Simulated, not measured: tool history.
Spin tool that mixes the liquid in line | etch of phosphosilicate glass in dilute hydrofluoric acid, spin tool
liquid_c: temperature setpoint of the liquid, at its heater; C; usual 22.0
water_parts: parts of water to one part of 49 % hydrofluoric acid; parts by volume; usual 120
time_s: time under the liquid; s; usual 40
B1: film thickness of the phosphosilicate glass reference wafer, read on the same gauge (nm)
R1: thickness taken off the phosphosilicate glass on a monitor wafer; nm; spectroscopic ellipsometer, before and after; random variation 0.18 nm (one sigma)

{"run": 1, "hour": 0.0, "liquid_c": 22.0, "water_parts": 120, "time_s": 40, "B1": 60.0, "R1": 25.36}
{"run": 2, "hour": 21.3, "liquid_c": 22.0, "water_parts": 120, "time_s": 40, "B1": 60.02, "R1": 25.08}
{"run": 3, "hour": 96.9, "liquid_c": 22.0, "water_parts": 120, "time_s": 40, "B1": 59.99, "R1": 25.38}
{"run": 4, "hour": 116.0, "liquid_c": 20.5, "water_parts": 120, "time_s": 40, "B1": 60.01, "R1": 23.69}
{"run": 5, "hour": 143.7, "liquid_c": 20.5, "water_parts": 120, "time_s": 40, "B1": 59.95, "R1": 23.69}
{"run": 6, "hour": 164.2, "liquid_c": 22.0, "water_parts": 120, "time_s": 40, "B1": 60.0, "R1": 25.25}
{"run": 7, "hour": 189.3, "liquid_c": 22.0, "water_parts": 120, "time_s": 25, "B1": 60.05, "R1": 15.56}
{"run": 8, "hour": 205.6, "liquid_c": 22.0, "water_parts": 120, "time_s": 25, "B1": 59.98, "R1": 15.72}
{"run": 9, "hour": 227.5, "liquid_c": 22.0, "water_parts": 120, "time_s": 25, "B1": 60.01, "R1": 15.8}
{"run": 10, "hour": 257.5, "liquid_c": 22.0, "water_parts": 120, "time_s": 40, "B1": 59.98, "R1": 25.24}
{"hour": 274.8, "done": "hydrofluoric acid flow meter replaced"}
{"run": 11, "hour": 283.1, "liquid_c": 22.0, "water_parts": 120, "time_s": 40, "B1": 59.97, "R1": 22.46}
{"run": 12, "hour": 317.8, "liquid_c": 22.0, "water_parts": 110, "time_s": 30, "B1": 59.98, "R1": 18.31}
{"run": 13, "hour": 353.4, "liquid_c": 22.0, "water_parts": 120, "time_s": 40, "B1": 60.03, "R1": 22.62}
{"run": 14, "hour": 382.2, "liquid_c": 17.5, "water_parts": 75, "time_s": 40, "B1": 60.0, "R1": 30.99}
{"run": 15, "hour": 397.0, "liquid_c": 24.5, "water_parts": 80, "time_s": 40, "B1": 59.99, "R1": 39.04}
{"run": 16, "hour": 421.5, "liquid_c": 23.5, "water_parts": 120, "time_s": 30, "B1": 60.0, "R1": 17.92}
{"run": 17, "hour": 435.2, "liquid_c": 23.5, "water_parts": 120, "time_s": 30, "B1": 60.02, "R1": 17.77}
{"hour": 453.4, "done": "gauge calibrated"}
{"run": 18, "hour": 456.3, "liquid_c": 22.0, "water_parts": 155, "time_s": 55, "B1": 60.0, "R1": 23.25}
{"hour": 479.0, "done": "thermometer replaced"}
{"run": 19, "hour": 479.4, "liquid_c": 24.0, "water_parts": 140, "time_s": 40, "B1": 59.98, "R1": 22.4}
{"run": 20, "hour": 498.5, "liquid_c": 22.0, "water_parts": 170, "time_s": 40, "B1": 60.01, "R1": 16.48}
{"run": 21, "hour": 517.4, "liquid_c": 22.0, "water_parts": 95, "time_s": 40, "B1": 59.97, "R1": 32.0}
{"run": 22, "hour": 539.0, "liquid_c": 25.0, "water_parts": 90, "time_s": 55, "B1": 59.99, "R1": 51.78}
{"run": 23, "hour": 570.6, "liquid_c": 17.5, "water_parts": 60, "time_s": 20, "B1": 59.97, "R1": 21.74}
{"run": 24, "hour": 596.9, "liquid_c": 22.0, "water_parts": 120, "time_s": 55, "B1": 59.99, "R1": 33.38}
{"run": 25, "hour": 619.1, "liquid_c": 22.0, "water_parts": 120, "time_s": 40, "B1": 60.0, "R1": 24.57}
{"run": 26, "hour": 652.3, "liquid_c": 22.0, "water_parts": 120, "time_s": 40, "B1": 60.02, "R1": 24.4}
{"run": 27, "hour": 683.9, "liquid_c": 22.0, "water_parts": 120, "time_s": 40, "B1": 59.93, "R1": 24.59}

4 ways to go on from here, each from the tool as it stands after run 27. What would each give?
{"run": "A", "hour": 684.3, "liquid_c": 22.0, "water_parts": 175, "time_s": 40, "B1": "?", "R1": "?"}
{"run": "B", "hour": 684.3, "liquid_c": 20.5, "water_parts": 155, "time_s": 30, "B1": "?", "R1": "?"}
{"run": "C", "hour": 684.3, "liquid_c": 19.0, "water_parts": 135, "time_s": 30, "B1": "?", "R1": "?"}
{"run": "D", "hour": 684.3, "liquid_c": 22.0, "water_parts": 120, "time_s": 60, "B1": "?", "R1": "?"}

run=A B1=59.99 R1=15.74
run=B B1=59.99 R1=12.82
run=C B1=59.99 R1=14.13
run=D B1=59.99 R1=36.46
Without the tool's hidden state the same runs would have given:
run=A R1=15.32
run=B R1=12.49
run=C R1=13.79
run=D R1=35.59

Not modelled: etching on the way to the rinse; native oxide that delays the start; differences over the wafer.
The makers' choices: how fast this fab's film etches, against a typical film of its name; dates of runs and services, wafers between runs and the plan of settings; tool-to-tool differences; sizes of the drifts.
